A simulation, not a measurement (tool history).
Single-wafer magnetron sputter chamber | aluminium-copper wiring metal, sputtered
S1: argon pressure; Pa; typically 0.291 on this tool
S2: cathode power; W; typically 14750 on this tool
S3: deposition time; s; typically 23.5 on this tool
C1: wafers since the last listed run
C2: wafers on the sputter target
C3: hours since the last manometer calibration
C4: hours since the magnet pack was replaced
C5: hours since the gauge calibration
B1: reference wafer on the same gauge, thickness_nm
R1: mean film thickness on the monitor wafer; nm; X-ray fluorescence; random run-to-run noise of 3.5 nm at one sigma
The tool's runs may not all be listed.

run 1 hour=0 | S1=0.254 S2=14750 S3=23.5 | C1=0 C2=5086 C3=1449.9 C4=4354 C5=1013.5 | B1=580.864 | R1=659.951
run 2 hour=87.5 | S1=0.291 S2=12100 S3=23.5 | C1=1855 C2=6941 C3=1537.4 C4=4441.5 C5=1101 | B1=581.563 | R1=528.981
run 3 hour=184.8 | S1=0.291 S2=12100 S3=23.5 | C1=2063 C2=9004 C3=1634.7 C4=4538.8 C5=1198.3 | B1=580.276 | R1=521.297
run 4 hour=275.3 | S1=0.291 S2=12100 S3=23.5 | C1=1918 C2=10923 C3=1725.2 C4=4629.3 C5=1288.8 | B1=580.95 | R1=521.292
run 5 hour=312.4 | S1=0.291 S2=14750 S3=23.5 | C1=786 C2=11710 C3=1762.3 C4=4666.4 C5=1325.9 | B1=581.031 | R1=630.58
run 6 hour=354.6 | S1=0.291 S2=14750 S3=23.5 | C1=894 C2=12604 C3=1804.5 C4=4708.6 C5=1368.1 | B1=580.345 | R1=627.645
-- hour=379.1 sputter target and shields replaced
run 7 hour=426 | S1=0.291 S2=14750 S3=23.5 | C1=1344 C2=994 C3=1875.9 C4=4780 C5=1439.5 | B1=580.962 | R1=656.671
run 8 hour=476 | S1=0.291 S2=14000 S3=25.2 | C1=1060 C2=2054 C3=1925.9 C4=4830 C5=1489.5 | B1=580.274 | R1=663.139
run 9 hour=515.6 | S1=0.232 S2=14750 S3=23.5 | C1=839 C2=2894 C3=1965.5 C4=4869.6 C5=1529.1 | B1=581.584 | R1=672.022
-- hour=538.7 gauge calibrated
run 10 hour=587.7 | S1=0.232 S2=14750 S3=23.5 | C1=1528 C2=4423 C3=2037.6 C4=4941.7 C5=49 | B1=581.696 | R1=663.09
-- hour=632.1 capacitance manometer re-zeroed and calibrated
run 11 hour=632.6 | S1=0.291 S2=14750 S3=20.7 | C1=782 C2=5205 C3=0.5 C4=4986.6 C5=93.9 | B1=579.602 | R1=572.148
run 12 hour=678 | S1=0.291 S2=14750 S3=20.7 | C1=962 C2=6168 C3=45.9 C4=5032 C5=139.3 | B1=581.263 | R1=569.688
run 13 hour=799.4 | S1=0.232 S2=15700 S3=20.6 | C1=2574 C2=8742 C3=167.3 C4=5153.4 C5=260.7 | B1=580.386 | R1=619.239
run 14 hour=853.1 | S1=0.291 S2=17700 S3=23.5 | C1=1138 C2=9880 C3=221 C4=5207.1 C5=314.4 | B1=580.786 | R1=768.74
run 15 hour=950.9 | S1=0.254 S2=14750 S3=23.5 | C1=2073 C2=11954 C3=318.8 C4=5304.9 C5=412.2 | B1=581.135 | R1=650.692
run 16 hour=1039 | S1=0.291 S2=14750 S3=23.5 | C1=1867 C2=13822 C3=406.9 C4=5393 C5=500.3 | B1=580.469 | R1=641.536
-- hour=1087.6 sputter target and shields replaced
run 17 hour=1104.3 | S1=0.291 S2=14750 S3=23.5 | C1=1214 C2=353 C3=472.2 C4=5458.3 C5=565.6 | B1=581.098 | R1=671.615
run 18 hour=1402.9 | S1=0.291 S2=14750 S3=23.5 | C1=6331 C2=6684 C3=770.8 C4=5756.9 C5=864.2 | B1=581.175 | R1=634.106
run 19 hour=1472.1 | S1=0.291 S2=14750 S3=23.5 | C1=1467 C2=8151 C3=840 C4=5826.1 C5=933.4 | B1=581.931 | R1=638.919
run 20 hour=1514.9 | S1=0.388 S2=15800 S3=25.6 | C1=907 C2=9059 C3=882.8 C4=5868.9 C5=976.2 | B1=580.625 | R1=698.218
run 21 hour=1570.5 | S1=0.247 S2=12550 S3=21.7 | C1=1178 C2=10238 C3=938.4 C4=5924.5 C5=1031.8 | B1=582.142 | R1=512.626
run 22 hour=1641.2 | S1=0.291 S2=14750 S3=23.5 | C1=1499 C2=11737 C3=1009.1 C4=5995.2 C5=1102.5 | B1=581.31 | R1=628.619
-- hour=1667.9 magnet pack replaced
run 23 hour=1741.5 | S1=0.291 S2=14750 S3=23.5 | C1=1957 C2=13694 C3=1109.4 C4=73.6 C5=1202.8 | B1=582.132 | R1=626.135
run 24 hour=1782.3 | S1=0.222 S2=17250 S3=20.3 | C1=865 C2=14559 C3=1150.2 C4=114.4 C5=1243.6 | B1=579.181 | R1=660.312
run 25 hour=1830 | S1=0.192 S2=12100 S3=26.3 | C1=1011 C2=15570 C3=1197.9 C4=162.1 C5=1291.3 | B1=582.013 | R1=616.197
-- hour=1850.6 sputter target and shields replaced
run 26 hour=1937 | S1=0.354 S2=14750 S3=27.2 | C1=2099 C2=1832 C3=1304.9 C4=269.1 C5=1398.3 | B1=581.284 | R1=744.223
run 27 hour=2000.3 | S1=0.247 S2=14750 S3=25.5 | C1=1342 C2=3174 C3=1368.2 C4=332.4 C5=1461.6 | B1=580.588 | R1=724.875
run 28 hour=2054.2 | S1=0.291 S2=14750 S3=27.7 | C1=1142 C2=4316 C3=1422.1 C4=386.3 C5=1515.5 | B1=580.707 | R1=772.468
run 29 hour=2099.4 | S1=0.291 S2=14750 S3=23.5 | C1=958 C2=5275 C3=1467.3 C4=431.5 C5=1560.7 | B1=581.859 | R1=644.731
run 30 hour=2200.5 | S1=0.197 S2=16200 S3=23.5 | C1=2143 C2=7418 C3=1568.4 C4=532.6 C5=1661.8 | B1=580.123 | R1=742.691
run 31 hour=2296.2 | S1=0.18 S2=14750 S3=23.5 | C1=2029 C2=9448 C3=1664.1 C4=628.3 C5=1757.5 | B1=580.525 | R1=680.483
run 32 hour=2363.6 | S1=0.218 S2=12150 S3=23.5 | C1=1429 C2=10877 C3=1731.5 C4=695.7 C5=1824.9 | B1=581.748 | R1=552.456
-- hour=2458 gauge calibrated
run 33 hour=2462.9 | S1=0.191 S2=16750 S3=25.1 | C1=2105 C2=12982 C3=1830.8 C4=795 C5=4.9 | B1=580.761 | R1=810.955
-- hour=2569.2 sputter target and shields replaced
run 34 hour=2569.7 | S1=0.222 S2=17250 S3=20.3 | C1=2094 C2=11 C3=1937.6 C4=901.8 C5=111.7 | B1=580.744 | R1=707.541
run 35 hour=2614.2 | S1=0.291 S2=14750 S3=23.5 | C1=943 C2=954 C3=1982.1 C4=946.3 C5=156.2 | B1=580.729 | R1=655.78

A few steps of R1 between consecutive runs. Split each: what settings, incoming material and random variation would produce without the hidden state, and what is left over for the hidden state, along with gauge scatter present in only one of the two compared results (measured, and without hidden state):
What the log doesn't record here: deposition rate above that of a new target (%); true argon pressure above the setpoint (%); gauge reads high (%).
Run 13 -> 14: S1 0.232 -> 0.291, S2 15700 -> 17700, S3 20.6 -> 23.5. R1 +149.501 nm: hidden state -12.397, all else +161.898.
Run 16 -> 17: sputter target and shields replaced. R1 +30.079 nm: hidden state +37.87, all else -7.791.
Run 17 -> 18: no setting changed, nothing entered. R1 -37.509 nm: hidden state -34.14, all else -3.369.
Run 20 -> 21: S1 0.388 -> 0.247, S2 15800 -> 12550, S3 25.6 -> 21.7. R1 -185.592 nm: hidden state +14.798, all else -200.39.
Run 32 -> 33: S1 0.218 -> 0.191, S2 12150 -> 16750, S3 23.5 -> 25.1, gauge calibrated. R1 +258.499 nm: hidden state -23.797, all else +282.296.
Run 33 -> 34: S1 0.191 -> 0.222, S2 16750 -> 17250, S3 25.1 -> 20.3, sputter target and shields replaced. R1 -103.414 nm: hidden state +52.715, all else -156.129.

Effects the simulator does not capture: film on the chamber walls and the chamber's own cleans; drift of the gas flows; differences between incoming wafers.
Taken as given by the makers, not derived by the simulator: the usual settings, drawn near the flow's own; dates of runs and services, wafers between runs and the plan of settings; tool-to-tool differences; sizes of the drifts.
